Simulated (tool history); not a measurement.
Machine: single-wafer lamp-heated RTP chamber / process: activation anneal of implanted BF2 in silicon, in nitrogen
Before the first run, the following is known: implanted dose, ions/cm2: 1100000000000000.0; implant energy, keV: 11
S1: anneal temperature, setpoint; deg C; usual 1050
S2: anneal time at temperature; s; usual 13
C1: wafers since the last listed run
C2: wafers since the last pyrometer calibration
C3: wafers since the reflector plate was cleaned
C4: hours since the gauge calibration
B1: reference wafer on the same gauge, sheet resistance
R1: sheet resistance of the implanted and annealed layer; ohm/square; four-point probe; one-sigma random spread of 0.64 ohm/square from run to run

run,day,S1,S2,C1,C2,C3,C4,B1,R1
1,0.000,1069,13,0,604,1598,511.4,182.90,145.55
2,1.158,1069,13,236,840,1835,539.2,182.89,144.62
3,2.258,1069,13,224,1065,2059,565.6,183.08,146.10
4,3.342,1035,15,221,1286,2281,591.6,182.91,173.28
5,4.775,1035,15,292,1579,2573,626.0,182.82,174.51
6,5.858,1050,13,221,1800,2795,652.0,183.20,160.17
# day 6.725: pyrometer window cleaned and pyrometer calibrated
7,6.746,1050,13,113,4,2908,673.3,183.16,160.93
8,7.988,1050,13,253,257,3161,703.1,182.82,161.05
9,8.808,1050,13,167,425,3329,722.8,182.82,160.44
10,13.062,1050,13,868,1294,4198,824.9,183.25,160.52
11,13.708,1050,13,131,1426,4330,840.4,182.87,159.30
12,14.608,1050,13,183,1610,4514,862.0,182.87,160.20
# day 15.204: reflector plate cleaned
13,15.929,1050,13,201,1811,148,893.7,182.99,160.24
# day 16.800: pyrometer window cleaned and pyrometer calibrated
14,17.208,1050,13,193,83,341,924.4,182.87,160.69
15,18.575,1050,13,279,362,620,957.2,182.81,160.25
16,19.121,1050,13,111,474,732,970.3,183.03,160.50
# day 19.721: gauge calibrated
17,21.483,1050,13,482,956,1214,42.3,182.90,160.43
18,22.175,1050,10,141,1097,1355,58.9,182.95,168.33
19,22.992,1041,6,166,1264,1522,78.5,182.92,201.56
20,24.038,1050,13,213,1478,1736,103.6,182.93,160.57
21,25.500,1060,8,298,1777,2035,138.7,183.08,165.62
22,26.054,1050,8,113,1890,2148,152.0,182.83,176.13
# day 26.679: pyrometer window cleaned and pyrometer calibrated
23,27.388,1050,13,204,144,2352,184.0,182.89,160.27
24,28.192,1061,16,164,309,2516,203.3,183.11,146.92
25,29.667,1050,13,301,610,2817,238.7,182.87,161.11
26,30.625,1067,13,195,806,3013,261.7,182.94,147.34
27,31.858,1030,8,251,1058,3265,291.3,183.12,209.15
28,33.212,1036,18,276,1334,3542,323.8,182.93,165.96
29,34.446,1070,17,251,1586,3794,353.4,183.01,138.17
# day 35.333: pyrometer window cleaned and pyrometer calibrated
30,35.354,1023,17,117,3,3911,375.2,182.88,186.46
31,36.138,1035,8,159,163,4071,394.0,183.14,198.12
32,36.704,1050,13,115,279,4187,407.6,182.99,161.45
33,37.933,1078,19,251,530,4438,437.1,182.90,129.13
34,39.112,1050,13,240,771,4679,465.4,183.02,159.70
# day 39.954: reflector plate cleaned
35,40.504,1050,13,216,987,112,498.8,182.96,160.25
36,41.350,1050,13,172,1160,284,519.1,182.88,159.45
37,42.538,1036,6,242,1403,527,547.6,182.80,212.72

4 options for the next run, each taken on its own from the tool as it stands now. Forecast them:
A,42.554,1050,13,3,1406,530,548.0,?,?
B,42.554,1026,7,3,1406,530,548.0,?,?
C,42.554,1071,21,3,1406,530,548.0,?,?
D,42.554,1040,6,3,1406,530,548.0,?,?

run,B1,R1
A,183.21,160.90
B,183.21,221.66
C,183.21,132.13
D,183.21,204.72
Stripped of hidden state, with their random variation kept, the same runs would have yielded:
run,R1
A,160.90
B,221.66
C,132.13
D,204.72
